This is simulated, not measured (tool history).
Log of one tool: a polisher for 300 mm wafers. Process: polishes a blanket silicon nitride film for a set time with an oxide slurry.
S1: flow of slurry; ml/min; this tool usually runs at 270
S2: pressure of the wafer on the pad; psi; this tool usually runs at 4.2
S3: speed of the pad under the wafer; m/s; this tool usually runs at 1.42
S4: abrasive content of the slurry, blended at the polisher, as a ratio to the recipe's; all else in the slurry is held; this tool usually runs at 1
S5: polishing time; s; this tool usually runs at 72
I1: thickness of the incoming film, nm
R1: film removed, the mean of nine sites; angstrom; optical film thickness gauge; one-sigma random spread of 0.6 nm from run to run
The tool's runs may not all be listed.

run    hour   S1   S2    S3    S4  S5     I1    R1
  1       0  270  4.7  1.42     1  72  581.6   805
  2      81  270  4.2  1.42     1  72  580.7   735
      213.6  -- conditioning disc replaced and pad reconditioned
      218.6  -- slurry blender recalibrated
  3   259.3  270  4.2  1.42     1  72  577.9   702
  4   330.6  270  4.2  1.42     1  72  582.3   699
      398.6  -- worn pad replaced by a new one
  5   414.8  270  4.2  1.42     1  53  582.7   541
  6   510.4  235  5.2  1.42   1.2  85    572  1123
      524.7  -- slurry nozzle cleaned
      576.3  -- head pressure recalibrated
  7   605.2  325  4.8  1.42  0.85  92  574.3   998
  8   700.1  270  4.2  1.42     1  72  572.9   723
      733.1  -- slurry blender recalibrated
  9   773.8  270  5.6  1.74     1  72  581.7  1050
      781.6  -- conditioning disc replaced and pad reconditioned
 10   834.9  185  4.2  0.94     1  59  582.6   455
 11   897.1  270  4.2  1.42     1  72  575.4   709
      972.4  -- worn pad replaced by a new one
 12   972.9  270  4.2  1.42     1  72  578.5   743
 13  1056.7  335  5.2  1.42   0.7  65  581.9   715
 14  1126.5  270    5  1.42     1  72  579.7   878
 15  1185.6  270  4.2  1.42  1.15  72  571.5   787
       1213  -- slurry nozzle cleaned
 16  1270.3  270  4.2   1.1     1  72  573.7   642
     1282.2  -- slurry blender recalibrated
     1310.8  -- conditioning disc replaced and pad reconditioned
 17  1358.2  240  4.2  1.42     1  57  589.5   553
 18  1419.9  270  5.6  1.42  0.85  72  588.9   883
 19  1457.5  270  2.7  1.02     1  57  572.8   314
 20  1554.5  270  4.2  1.04     1  72  578.9   611
     1577.8  -- worn pad replaced by a new one
 21  1620.4  270  4.2  1.42     1  72  581.5   728
 22  1716.9  325  4.2  1.42     1  72  575.4   736
 23  1753.9  320  4.6   1.8   1.2  72  581.9   972
 24  1817.3  270  4.2  1.42   0.9  72  569.1   690
     1847.5  -- slurry blender recalibrated
 25  1867.8  270  4.2  1.42     1  72  583.3   725

For each run, the measured value with the value that run would have given without the tool's hidden condition subtracted. The run-to-run variation is shared by both, the gauge scatter possibly not:
The tool's hidden condition here consists of: removal rate lost through wear of the pad, %; slurry flow missing at the pad, %; deviation of the head's pressure from its setpoint, %; abrasive missing from the slurry, %; time polished since the conditioner stopped cutting, s.
run   R1
  1  -18
  2  -21
  3  -30
  4  -34
  5   -3
  6  -14
  7  -20
  8  -20
  9  -35
 10  -17
 11  -31
 12   -1
 13   -5
 14  -11
 15  -14
 16  -16
 17  -17
 18  -33
 19  -12
 20  -30
 21  -10
 22  -15
 23  -23
 24  -20
 25  -24

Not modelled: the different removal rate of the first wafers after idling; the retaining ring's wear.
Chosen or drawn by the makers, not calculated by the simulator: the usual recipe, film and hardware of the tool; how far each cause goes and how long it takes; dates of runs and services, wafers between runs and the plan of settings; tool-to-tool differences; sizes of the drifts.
